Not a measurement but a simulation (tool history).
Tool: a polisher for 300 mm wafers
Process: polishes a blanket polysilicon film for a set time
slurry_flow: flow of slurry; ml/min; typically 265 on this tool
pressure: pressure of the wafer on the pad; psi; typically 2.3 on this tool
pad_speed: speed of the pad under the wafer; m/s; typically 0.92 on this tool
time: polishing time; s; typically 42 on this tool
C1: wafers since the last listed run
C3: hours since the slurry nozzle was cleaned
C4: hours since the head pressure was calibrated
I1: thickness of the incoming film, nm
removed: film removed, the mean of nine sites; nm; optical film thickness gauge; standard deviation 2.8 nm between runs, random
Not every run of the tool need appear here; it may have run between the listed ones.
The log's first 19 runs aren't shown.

{"hour": 512.2, "done": "worn pad replaced by a new one"}
{"hour": 569.9, "done": "head pressure recalibrated"}
{"run": 20, "hour": 576.0, "slurry_flow": 310, "pressure": 2.3, "pad_speed": 0.92, "time": 42, "C1": 574, "wafers polished on this pad": 565, "C3": 407, "C4": 6.1, "I1": 2051.1, "removed": 222.8}
{"run": 21, "hour": 608.1, "slurry_flow": 345, "pressure": 2.8, "pad_speed": 0.68, "time": 53, "C1": 294, "wafers polished on this pad": 859, "C3": 439.1, "C4": 38.2, "I1": 2070.5, "removed": 265.8}
{"run": 22, "hour": 640.0, "slurry_flow": 330, "pressure": 1.7, "pad_speed": 0.82, "time": 42, "C1": 292, "wafers polished on this pad": 1152, "C3": 471, "C4": 70.1, "I1": 2058.5, "removed": 173.3}
{"run": 23, "hour": 665.5, "slurry_flow": 290, "pressure": 2.1, "pad_speed": 0.76, "time": 33, "C1": 233, "wafers polished on this pad": 1385, "C3": 496.5, "C4": 95.6, "I1": 2055.4, "removed": 142.6}
{"hour": 678.7, "done": "worn pad replaced by a new one"}
{"hour": 693.1, "done": "slurry nozzle cleaned"}
{"run": 24, "hour": 693.6, "slurry_flow": 265, "pressure": 2.3, "pad_speed": 0.92, "time": 42, "C1": 211, "wafers polished on this pad": 127, "C3": 0.5, "C4": 123.7, "I1": 2068.7, "removed": 225.5}
{"run": 25, "hour": 711.7, "slurry_flow": 325, "pressure": 2.3, "pad_speed": 0.64, "time": 42, "C1": 165, "wafers polished on this pad": 293, "C3": 18.6, "C4": 141.8, "I1": 2047.2, "removed": 181.4}
{"run": 26, "hour": 730.2, "slurry_flow": 265, "pressure": 2.3, "pad_speed": 0.7, "time": 30, "C1": 169, "wafers polished on this pad": 462, "C3": 37.1, "C4": 160.3, "I1": 2037.9, "removed": 132.9}
{"run": 27, "hour": 743.2, "slurry_flow": 190, "pressure": 2.8, "pad_speed": 1.18, "time": 36, "C1": 119, "wafers polished on this pad": 581, "C3": 50.1, "C4": 173.3, "I1": 2078.2, "removed": 249.5}
{"run": 28, "hour": 761.4, "slurry_flow": 225, "pressure": 3.1, "pad_speed": 0.92, "time": 38, "C1": 166, "wafers polished on this pad": 748, "C3": 68.3, "C4": 191.5, "I1": 2081.1, "removed": 242.3}
{"run": 29, "hour": 787.0, "slurry_flow": 265, "pressure": 2.3, "pad_speed": 0.92, "time": 42, "C1": 234, "wafers polished on this pad": 983, "C3": 93.9, "C4": 217.1, "I1": 2037.2, "removed": 213.8}
{"run": 30, "hour": 818.2, "slurry_flow": 295, "pressure": 2.3, "pad_speed": 1.14, "time": 47, "C1": 285, "wafers polished on this pad": 1268, "C3": 125.1, "C4": 248.3, "I1": 2059, "removed": 284}

Predict the results of run 31:
{"run": 31, "hour": 851.4, "slurry_flow": 265, "pressure": 2, "pad_speed": 1.18, "time": 53, "C1": 304, "wafers polished on this pad": 1573, "C3": 158.3, "C4": 281.5, "I1": 2067.1, "removed": "?"}

{"run 31": {"removed": 289.9}}
On a tool with no hidden condition, and with the same random variation, this run would have come out at removed 308 nm.

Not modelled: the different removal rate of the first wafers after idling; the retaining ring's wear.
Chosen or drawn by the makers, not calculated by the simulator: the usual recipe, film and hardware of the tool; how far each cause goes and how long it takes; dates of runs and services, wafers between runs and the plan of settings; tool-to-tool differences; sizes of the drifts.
